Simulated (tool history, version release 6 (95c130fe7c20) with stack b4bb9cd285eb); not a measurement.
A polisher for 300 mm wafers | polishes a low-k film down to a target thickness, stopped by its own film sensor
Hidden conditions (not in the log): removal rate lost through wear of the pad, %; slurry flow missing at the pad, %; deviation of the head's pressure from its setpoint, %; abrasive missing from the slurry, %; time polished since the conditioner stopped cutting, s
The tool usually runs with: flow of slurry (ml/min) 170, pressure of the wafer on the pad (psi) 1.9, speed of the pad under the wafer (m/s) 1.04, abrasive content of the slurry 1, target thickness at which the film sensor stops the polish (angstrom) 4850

run    hour  flow of slurry (ml/min)  pressure of the wafer on the pad (psi)  speed of the pad under the wafer (m/s)  abrasive content of the slurry  target thickness at which the film sensor stops the polish (angstrom)  wafers since the last listed run  wafers polished on this pad  hours since the slurry nozzle was cleaned  hours since the head pressure was calibrated  hours since the slurry blender was calibrated  hours since the conditioning disc was replaced  incoming thickness of the incoming film, nm  time until the film sensor stopped the polish (s)
  1       0                      130                                     1.9                                    1.04                               1                                                                   4850                                 0                         1115                                      160.6                                          84.5                                           60.2                                           134.1                                        509.5                                               60.3
  2      37                      130                                     1.9                                    1.04                               1                                                                   4850                               380                         1496                                      197.6                                         121.5                                           97.2                                           171.1                                        503.8                                               48.6
  3    81.7                      140                                     1.9                                    1.04                               1                                                                   4850                               459                         1955                                      242.3                                         166.2                                          141.9                                           215.8                                        509.5                                               63.3
  4   141.9                      140                                     1.9                                    1.04                               1                                                                   4850                               618                         2574                                      302.5                                         226.4                                          202.1                                             276                                        506.3                                               56.6
      158.4  -- slurry nozzle cleaned
      165.8  -- conditioning disc replaced and pad reconditioned
  5   188.1                      140                                     1.9                                    1.04                               1                                                                   4850                               443                         3018                                       29.7                                         272.6                                          248.3                                            22.3                                        516.2                                               73.9
      197.5  -- worn pad replaced by a new one
      237.3  -- slurry blender recalibrated
  6   367.4                      170                                     1.9                                    1.04                               1                                                                   4850                              1781                         1725                                        209                                         451.9                                          130.1                                           201.6                                        501.5                                               39.3
  7   426.7                      170                                     1.9                                    1.04                               1                                                                   4850                               609                         2334                                      268.3                                         511.2                                          189.4                                           260.9                                        506.8                                               54.2
  8   463.9                      170                                     1.9                                    1.04                               1                                                                   4850                               382                         2717                                      305.5                                         548.4                                          226.6                                           298.1                                        507.1                                               55.9
      473.3  -- conditioning disc replaced and pad reconditioned
      478.7  -- slurry nozzle cleaned
      499.5  -- worn pad replaced by a new one
        540  -- slurry blender recalibrated
  9     555                      170                                     1.9                                    1.04                               1                                                                   4850                               843                          550                                       76.3                                         639.5                                             15                                            81.7                                        502.6                                               41.6
 10   660.2                      170                                     1.9                                    1.04                               1                                                                   4850                              1081                         1631                                      181.5                                         744.7                                          120.2                                           186.9                                        500.7                                               37.8
      717.7  -- head pressure recalibrated
 11   737.4                      135                                     1.9                                    1.04                               1                                                                   4880                               772                         2404                                      258.7                                          19.7                                          197.4                                           264.1                                        511.4                                               62.4
      744.5  -- conditioning disc replaced and pad reconditioned
      784.3  -- slurry nozzle cleaned
      795.6  -- worn pad replaced by a new one
        827  -- slurry blender recalibrated
 12   830.9                      135                                     1.9                                    1.04                            0.85                                                                   4850                               868                          341                                       46.6                                         113.2                                            3.9                                            86.4                                        507.4                                               62.2
 13   900.3                      170                                     1.9                                    1.04                               1                                                                   4850                               713                         1055                                        116                                         182.6                                           73.3                                           155.8                                          512                                               64.6
 14   992.6                      190                                     1.9                                    1.04                             0.8                                                                   4850                               948                         2003                                      208.3                                         274.9                                          165.6                                           248.1                                          508                                                 68
     1029.7  -- conditioning disc replaced and pad reconditioned
 15  1060.7                      205                                     1.9                                    1.04                               1                                                                   4850                               679                         2683                                      276.4                                           343                                          233.7                                              31                                        503.8                                               47.3
     1088.4  -- slurry nozzle cleaned
     1112.5  -- worn pad replaced by a new one
     1157.4  -- slurry blender recalibrated
 16  1164.2                      170                                     1.4                                    1.04                               1                                                                   4850                               991                          510                                       75.8                                         446.5                                            6.8                                           134.5                                        502.9                                               51.7
 17  1261.5                      170                                     1.9                                    1.04                               1                                                                   4850                              1000                         1510                                      173.1                                         543.8                                          104.1                                           231.8                                        510.2                                               60.4
     1350.8  -- conditioning disc replaced and pad reconditioned
 18  1351.3                      170                                     1.7                                    1.04                            1.15                                                                   4850                               902                         2413                                      262.9                                         633.6                                          193.9                                             0.5                                        505.7                                               52.4
     1421.1  -- slurry nozzle cleaned
 19    1424                      230                                     2.5                                    0.78                            1.25                                                                   4850                               736                         3150                                        2.9                                         706.3                                          266.6                                            73.2                                        512.4                                               55.1
     1432.2  -- worn pad replaced by a new one
     1445.5  -- head pressure recalibrated
 20  1461.1                      110                                     1.9                                    1.04                               1                                                                   4790                               319                          276                                         40                                          15.6                                          303.7                                           110.3                                        517.1                                               97.8
     1490.7  -- slurry blender recalibrated
 21    1518                      170                                     1.9                                    0.84                               1                                                                   4910                               564                          840                                       96.9                                          72.5                                           27.3                                           167.2                                        509.8                                               52.7

What the log doesn't show, run by run:
removal rate lost through wear of the pad, %: 0 across all the runs
deviation of the head's pressure from its setpoint, %: 0 across all the runs
abrasive missing from the slurry, %: 0 across all the runs
time polished since the conditioner stopped cutting, s: 0 across all the runs
H1: slurry flow missing at the pad, %
run    H1
  1  21.5
  2  26.4
  3  32.3
  4  40.2
  5  4.32
  6  27.9
  7  35.8
  8  40.7
  9  10.3
 10  24.1
 11  34.3
 12  12.8
 13  21.9
 14  34.1
 15    43
 16  14.2
 17    27
 18  38.8
 19  8.48
 20  13.4
 21  20.9
